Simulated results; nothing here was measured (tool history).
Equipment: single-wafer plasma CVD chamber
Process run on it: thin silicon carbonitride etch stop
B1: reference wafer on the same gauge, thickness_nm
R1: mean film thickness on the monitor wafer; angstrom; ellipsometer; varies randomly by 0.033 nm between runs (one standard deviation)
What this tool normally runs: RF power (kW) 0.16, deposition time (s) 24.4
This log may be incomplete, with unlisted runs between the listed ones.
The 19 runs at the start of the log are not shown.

{"run": 20, "hour": 431.3, "RF power (kW)": 0.16, "deposition time (s)": 24.4, "B1": 10.293, "R1": 113.59}
{"hour": 465.4, "done": "RF generator calibrated, repeated, since the last time left the tool worse"}
{"run": 21, "hour": 465.9, "RF power (kW)": 0.19, "deposition time (s)": 22.1, "B1": 10.311, "R1": 114.24}
{"run": 22, "hour": 481.0, "RF power (kW)": 0.135, "deposition time (s)": 26.1, "B1": 10.306, "R1": 117.9}
{"run": 23, "hour": 497.9, "RF power (kW)": 0.135, "deposition time (s)": 28.6, "B1": 10.296, "R1": 129.43}
{"run": 24, "hour": 532.7, "RF power (kW)": 0.16, "deposition time (s)": 22.5, "B1": 10.3, "R1": 108.85}
{"run": 25, "hour": 545.3, "RF power (kW)": 0.16, "deposition time (s)": 24.4, "B1": 10.296, "R1": 118.36}
{"run": 26, "hour": 560.8, "RF power (kW)": 0.19, "deposition time (s)": 20.8, "B1": 10.289, "R1": 107.47}
{"hour": 565.3, "done": "gauge calibrated"}
{"hour": 571.6, "done": "showerhead replaced"}
{"run": 27, "hour": 580.0, "RF power (kW)": 0.16, "deposition time (s)": 24.4, "B1": 10.3, "R1": 117.66}
{"run": 28, "hour": 592.8, "RF power (kW)": 0.16, "deposition time (s)": 19.9, "B1": 10.302, "R1": 96.31}
{"run": 29, "hour": 609.6, "RF power (kW)": 0.135, "deposition time (s)": 22.9, "B1": 10.304, "R1": 104.19}
{"run": 30, "hour": 639.8, "RF power (kW)": 0.145, "deposition time (s)": 20.5, "B1": 10.298, "R1": 95.84}
{"run": 31, "hour": 667.7, "RF power (kW)": 0.16, "deposition time (s)": 24.4, "B1": 10.294, "R1": 117.66}
{"run": 32, "hour": 697.4, "RF power (kW)": 0.16, "deposition time (s)": 24.4, "B1": 10.313, "R1": 118.2}
{"run": 33, "hour": 720.9, "RF power (kW)": 0.16, "deposition time (s)": 24.4, "B1": 10.307, "R1": 118.28}
{"run": 34, "hour": 735.3, "RF power (kW)": 0.145, "deposition time (s)": 24.4, "B1": 10.299, "R1": 113.28}
{"run": 35, "hour": 769.1, "RF power (kW)": 0.19, "deposition time (s)": 19.9, "B1": 10.297, "R1": 103.59}
{"run": 36, "hour": 796.9, "RF power (kW)": 0.145, "deposition time (s)": 27, "B1": 10.303, "R1": 125.92}

Alternative continuations, all from the tool just after run 36; predict every row:
{"run": "A", "hour": 797.3, "RF power (kW)": 0.16, "deposition time (s)": 25.8, "B1": "?", "R1": "?"}
{"run": "B", "hour": 797.3, "RF power (kW)": 0.16, "deposition time (s)": 28.5, "B1": "?", "R1": "?"}
{"run": "C", "hour": 797.3, "RF power (kW)": 0.17, "deposition time (s)": 28.3, "B1": "?", "R1": "?"}

run=A B1=10.313 R1=124.94
run=B B1=10.313 R1=138.01
run=C B1=10.313 R1=140.29
Take away the tool's hidden state, keep each run's random variation, and the runs would have read:
run=A R1=125.01
run=B R1=138.09
run=C R1=140.37
